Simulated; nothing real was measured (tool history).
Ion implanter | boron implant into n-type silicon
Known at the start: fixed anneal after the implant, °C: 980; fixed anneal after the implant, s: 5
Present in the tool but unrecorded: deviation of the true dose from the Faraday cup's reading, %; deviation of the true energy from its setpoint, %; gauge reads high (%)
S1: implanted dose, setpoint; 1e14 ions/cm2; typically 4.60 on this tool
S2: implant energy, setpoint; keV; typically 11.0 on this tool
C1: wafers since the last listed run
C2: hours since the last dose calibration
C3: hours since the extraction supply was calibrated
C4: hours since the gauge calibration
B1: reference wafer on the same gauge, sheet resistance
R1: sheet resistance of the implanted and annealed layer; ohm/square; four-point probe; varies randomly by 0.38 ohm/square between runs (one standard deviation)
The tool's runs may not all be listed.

| run | hour | S1 | S2 | C1 | C2 | C3 | C4 | B1 | R1 |
|---|---|---|---|---|---|---|---|---|---|
| 1 | 0.0 | 4.60 | 11.0 | 0 | 1971.6 | 3123.9 | 54.3 | 253.98 | 263.23 |
| 2 | 12.5 | 4.60 | 11.0 | 294 | 1984.1 | 3136.4 | 66.8 | 254.13 | 263.63 |
| 3 | 23.8 | 4.60 | 11.0 | 266 | 1995.4 | 3147.7 | 78.1 | 254.08 | 263.71 |
| 4 | 41.5 | 4.60 | 11.0 | 416 | 2013.1 | 3165.4 | 95.8 | 253.90 | 263.47 |
| 5 | 59.1 | 4.60 | 11.0 | 414 | 2030.7 | 3183.0 | 113.4 | 253.83 | 263.10 |
| 6 | 65.8 | 4.60 | 11.0 | 157 | 2037.4 | 3189.7 | 120.1 | 254.02 | 263.01 |
|  | 77.8 | extraction supply calibrated |
| 7 | 78.3 | 4.60 | 11.0 | 105 | 2049.9 | 0.5 | 132.6 | 254.01 | 263.57 |
|  | 87.5 | gauge calibrated |
| 8 | 91.8 | 4.60 | 11.0 | 317 | 2063.4 | 14.0 | 4.3 | 254.00 | 262.93 |
| 9 | 109.6 | 4.60 | 11.0 | 419 | 2081.2 | 31.8 | 22.1 | 254.14 | 263.48 |
|  | 123.4 | Faraday cup replaced and dose calibrated |
| 10 | 123.9 | 4.28 | 11.0 | 148 | 0.5 | 46.1 | 36.4 | 254.01 | 265.22 |
| 11 | 129.8 | 4.60 | 12.0 | 138 | 6.4 | 52.0 | 42.3 | 254.03 | 249.42 |
| 12 | 141.2 | 4.60 | 11.0 | 268 | 17.8 | 63.4 | 53.7 | 254.02 | 250.53 |
| 13 | 150.7 | 4.60 | 11.0 | 223 | 27.3 | 72.9 | 63.2 | 254.06 | 250.39 |
| 14 | 160.0 | 3.76 | 12.5 | 218 | 36.6 | 82.2 | 72.5 | 254.02 | 294.14 |
| 15 | 170.8 | 4.60 | 11.0 | 254 | 47.4 | 93.0 | 83.3 | 254.02 | 250.87 |
| 16 | 187.7 | 3.80 | 13.0 | 397 | 64.3 | 109.9 | 100.2 | 253.92 | 291.65 |
| 17 | 202.3 | 4.60 | 11.0 | 343 | 78.9 | 124.5 | 114.8 | 254.08 | 251.55 |
| 18 | 215.6 | 5.94 | 11.0 | 313 | 92.2 | 137.8 | 128.1 | 254.03 | 206.85 |
| 19 | 225.7 | 4.60 | 9.0 | 237 | 102.3 | 147.9 | 138.2 | 254.05 | 254.76 |
| 20 | 233.2 | 4.60 | 14.5 | 176 | 109.8 | 155.4 | 145.7 | 254.01 | 248.95 |
| 21 | 241.4 | 5.53 | 12.0 | 193 | 118.0 | 163.6 | 153.9 | 254.05 | 217.47 |
| 22 | 258.6 | 3.69 | 9.0 | 404 | 135.2 | 180.8 | 171.1 | 254.02 | 305.99 |

Each row is a separate what-if for the run after 22, all from the same tool condition, not one after another. Results?
| A | 259.0 | 4.60 | 11.0 | 9 | 135.6 | 181.2 | 171.5 | ? | ? |
| B | 259.0 | 5.14 | 10.0 | 9 | 135.6 | 181.2 | 171.5 | ? | ? |
| C | 259.0 | 3.72 | 15.0 | 9 | 135.6 | 181.2 | 171.5 | ? | ? |

| run | B1 | R1 |
|---|---|---|
| A | 253.88 | 252.36 |
| B | 253.88 | 232.47 |
| C | 253.88 | 296.18 |
Had the tool no hidden state, the same runs would have come out as:
| run | R1 |
|---|---|
| A | 252.52 |
| B | 232.61 |
| C | 296.37 |
